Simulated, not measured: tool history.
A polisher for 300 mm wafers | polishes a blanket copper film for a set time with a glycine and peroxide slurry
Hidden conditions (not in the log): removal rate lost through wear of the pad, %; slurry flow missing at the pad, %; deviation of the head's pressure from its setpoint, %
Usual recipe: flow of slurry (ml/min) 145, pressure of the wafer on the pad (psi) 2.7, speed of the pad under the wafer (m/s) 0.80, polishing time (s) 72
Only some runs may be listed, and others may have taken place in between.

run	hour	flow of slurry (ml/min)	pressure of the wafer on the pad (psi)	speed of the pad under the wafer (m/s)	polishing time (s)	wafers since the last listed run	wafers polished on this pad	hours since the slurry nozzle was cleaned	hours since the head pressure was calibrated	incoming thickness of the incoming film, nm	film removed (angstrom)
1	0.0	145	2.7	0.80	72	0	575	461.0	891.2	1762.6	3005
# hour 48.9: slurry nozzle cleaned
2	61.7	145	2.7	0.80	72	723	1299	12.8	952.9	1754.8	3321
3	92.3	145	2.7	0.80	72	364	1664	43.4	983.5	1723.2	3258
# hour 120.1: worn pad replaced by a new one
4	156.5	145	2.4	0.80	72	717	434	107.6	1047.7	1728.3	2933
5	182.3	145	2.7	0.80	72	307	742	133.4	1073.5	1749.0	3209
6	239.9	145	2.7	0.80	72	686	1429	191.0	1131.1	1713.6	3037
7	268.8	145	2.7	0.80	72	344	1773	219.9	1160.0	1732.5	3079
# hour 296.4: head pressure recalibrated
8	298.0	145	2.7	0.80	72	324	2097	249.1	1.6	1770.7	3033
# hour 302.2: worn pad replaced by a new one
9	362.3	145	2.7	0.80	72	719	716	313.4	65.9	1757.4	3044
10	389.0	145	2.7	0.80	72	318	1034	340.1	92.6	1754.2	3089
11	457.4	145	2.7	0.80	72	815	1850	408.5	161.0	1751.0	3062
# hour 512.4: worn pad replaced by a new one, of another model than before
12	512.9	115	2.7	0.80	82	614	5	464.0	216.5	1743.5	3484
# hour 549.5: slurry nozzle cleaned
13	564.1	165	3.6	0.80	72	598	604	14.6	267.7	1759.4	4355
14	597.6	145	2.4	0.80	86	399	1003	48.1	301.2	1750.3	3461
15	646.1	145	2.7	0.80	72	578	1582	96.6	349.7	1735.6	3310
# hour 685.7: worn pad replaced by a new one
16	692.2	115	2.7	0.62	72	501	77	142.7	395.8	1749.9	2747
17	728.0	145	2.7	0.80	72	426	504	178.5	431.6	1751.0	3213
18	760.8	130	2.5	1.04	61	391	895	211.3	464.4	1722.2	2900
19	790.6	160	3.6	0.80	72	355	1251	241.1	494.2	1754.6	4313
20	838.8	145	2.7	0.80	95	574	1825	289.3	542.4	1755.5	4151
# hour 858.6: worn pad replaced by a new one
21	884.9	145	2.7	0.60	96	501	313	335.4	588.5	1753.7	3701
22	915.4	190	2.7	0.80	72	363	677	365.9	619.0	1748.7	3365
23	964.4	165	2.7	0.80	86	584	1261	414.9	668.0	1756.6	3797

Branching from run 23: 4 alternative next runs. What would each branch give?
A	964.8	125	2.7	0.80	72	4	1266	415.3	668.4	1729.6	?
B	964.8	175	2.7	0.80	72	4	1266	415.3	668.4	1729.6	?
C	964.8	145	2.7	0.64	62	4	1266	415.3	668.4	1729.6	?
D	964.8	145	2.7	0.72	86	4	1266	415.3	668.4	1729.6	?

run	film removed (angstrom)
A	3116
B	3254
C	2456
D	3600
What these runs would have given with no unlogged condition in the tool:
run	film removed (angstrom)
A	3294
B	3410
C	2586
D	3792
